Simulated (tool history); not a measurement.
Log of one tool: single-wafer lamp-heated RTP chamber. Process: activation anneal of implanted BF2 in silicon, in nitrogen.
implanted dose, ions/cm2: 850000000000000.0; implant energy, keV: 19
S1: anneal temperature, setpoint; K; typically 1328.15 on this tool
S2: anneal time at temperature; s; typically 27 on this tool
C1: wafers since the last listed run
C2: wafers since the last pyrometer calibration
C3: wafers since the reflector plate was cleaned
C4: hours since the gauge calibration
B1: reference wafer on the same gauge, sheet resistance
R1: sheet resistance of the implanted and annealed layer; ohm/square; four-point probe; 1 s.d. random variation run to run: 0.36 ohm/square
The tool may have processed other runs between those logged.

{"run": 1, "hour": 0.0, "S1": 1328.15, "S2": 34, "C1": 0, "C2": 4294, "C3": 3651, "C4": 786.2, "B1": 158.5, "R1": 137.01}
{"hour": 78.8, "done": "pyrometer window cleaned and pyrometer calibrated"}
{"run": 2, "hour": 93.8, "S1": 1328.15, "S2": 34, "C1": 1542, "C2": 269, "C3": 5194, "C4": 880, "B1": 158.24, "R1": 136.04}
{"run": 3, "hour": 287.8, "S1": 1328.15, "S2": 34, "C1": 3488, "C2": 3757, "C3": 8682, "C4": 1074, "B1": 158.23, "R1": 136.43}
{"run": 4, "hour": 347.6, "S1": 1328.15, "S2": 39, "C1": 1075, "C2": 4832, "C3": 9757, "C4": 1133.8, "B1": 158.14, "R1": 134.26}
{"hour": 417.4, "done": "pyrometer window cleaned and pyrometer calibrated"}
{"run": 5, "hour": 450.1, "S1": 1304.15, "S2": 27, "C1": 1699, "C2": 588, "C3": 11456, "C4": 1236.3, "B1": 158.02, "R1": 149.48}
{"hour": 497.5, "done": "reflector plate cleaned"}
{"hour": 692.3, "done": "pyrometer window cleaned and pyrometer calibrated"}
{"run": 6, "hour": 760.2, "S1": 1304.15, "S2": 27, "C1": 5287, "C2": 1220, "C3": 4580, "C4": 1546.4, "B1": 157.9, "R1": 150.4}
{"hour": 789.4, "done": "gauge calibrated"}
{"run": 7, "hour": 835.2, "S1": 1328.15, "S2": 27, "C1": 1348, "C2": 2568, "C3": 5928, "C4": 45.8, "B1": 161.46, "R1": 142.53}
{"run": 8, "hour": 912.3, "S1": 1328.15, "S2": 27, "C1": 1386, "C2": 3955, "C3": 7315, "C4": 122.9, "B1": 160.99, "R1": 141.94}
{"run": 9, "hour": 978.2, "S1": 1328.15, "S2": 27, "C1": 1184, "C2": 5139, "C3": 8500, "C4": 188.8, "B1": 160.9, "R1": 141.13}
{"hour": 1035.2, "done": "pyrometer window cleaned and pyrometer calibrated"}
{"run": 10, "hour": 1037.3, "S1": 1343.15, "S2": 23, "C1": 918, "C2": 38, "C3": 9418, "C4": 247.9, "B1": 160.44, "R1": 137}
{"run": 11, "hour": 1125.1, "S1": 1328.15, "S2": 20, "C1": 1578, "C2": 1617, "C3": 10997, "C4": 335.7, "B1": 160.26, "R1": 144.34}
{"hour": 1151.9, "done": "reflector plate cleaned"}
{"run": 12, "hour": 1182.3, "S1": 1340.15, "S2": 27, "C1": 884, "C2": 2501, "C3": 547, "C4": 392.9, "B1": 159.96, "R1": 135.53}
{"run": 13, "hour": 1273.4, "S1": 1340.15, "S2": 37, "C1": 1638, "C2": 4139, "C3": 2185, "C4": 484, "B1": 159.7, "R1": 130.99}
{"hour": 1305.0, "done": "pyrometer window cleaned and pyrometer calibrated"}
{"run": 14, "hour": 1354.5, "S1": 1328.15, "S2": 27, "C1": 1314, "C2": 889, "C3": 3499, "C4": 565.1, "B1": 159.56, "R1": 140.32}
{"run": 15, "hour": 1450.5, "S1": 1308.15, "S2": 13, "C1": 1726, "C2": 2615, "C3": 5225, "C4": 661.1, "B1": 159.41, "R1": 161.23}
{"run": 16, "hour": 1520.6, "S1": 1328.15, "S2": 27, "C1": 1260, "C2": 3875, "C3": 6486, "C4": 731.2, "B1": 159.32, "R1": 140.28}

Predict each of these 5 candidate next runs independently; none follows another, all start after run 16:
{"run": "A", "hour": 1521.0, "S1": 1314.15, "S2": 27, "C1": 7, "C2": 3882, "C3": 6493, "C4": 731.6, "B1": "?", "R1": "?"}
{"run": "B", "hour": 1521.0, "S1": 1306.15, "S2": 42, "C1": 7, "C2": 3882, "C3": 6493, "C4": 731.6, "B1": "?", "R1": "?"}
{"run": "C", "hour": 1521.0, "S1": 1309.15, "S2": 36, "C1": 7, "C2": 3882, "C3": 6493, "C4": 731.6, "B1": "?", "R1": "?"}
{"run": "D", "hour": 1521.0, "S1": 1337.15, "S2": 27, "C1": 7, "C2": 3882, "C3": 6493, "C4": 731.6, "B1": "?", "R1": "?"}
{"run": "E", "hour": 1521.0, "S1": 1328.15, "S2": 18, "C1": 7, "C2": 3882, "C3": 6493, "C4": 731.6, "B1": "?", "R1": "?"}

run=A B1=159.22 R1=146.36
run=B B1=159.22 R1=143.24
run=C B1=159.22 R1=144.3
run=D B1=159.22 R1=135.91
run=E B1=159.22 R1=144.8
Had the tool no hidden state, the same runs would have come out as:
run=A R1=147.99
run=B R1=144.83
run=C R1=145.91
run=D R1=137.42
run=E R1=146.41

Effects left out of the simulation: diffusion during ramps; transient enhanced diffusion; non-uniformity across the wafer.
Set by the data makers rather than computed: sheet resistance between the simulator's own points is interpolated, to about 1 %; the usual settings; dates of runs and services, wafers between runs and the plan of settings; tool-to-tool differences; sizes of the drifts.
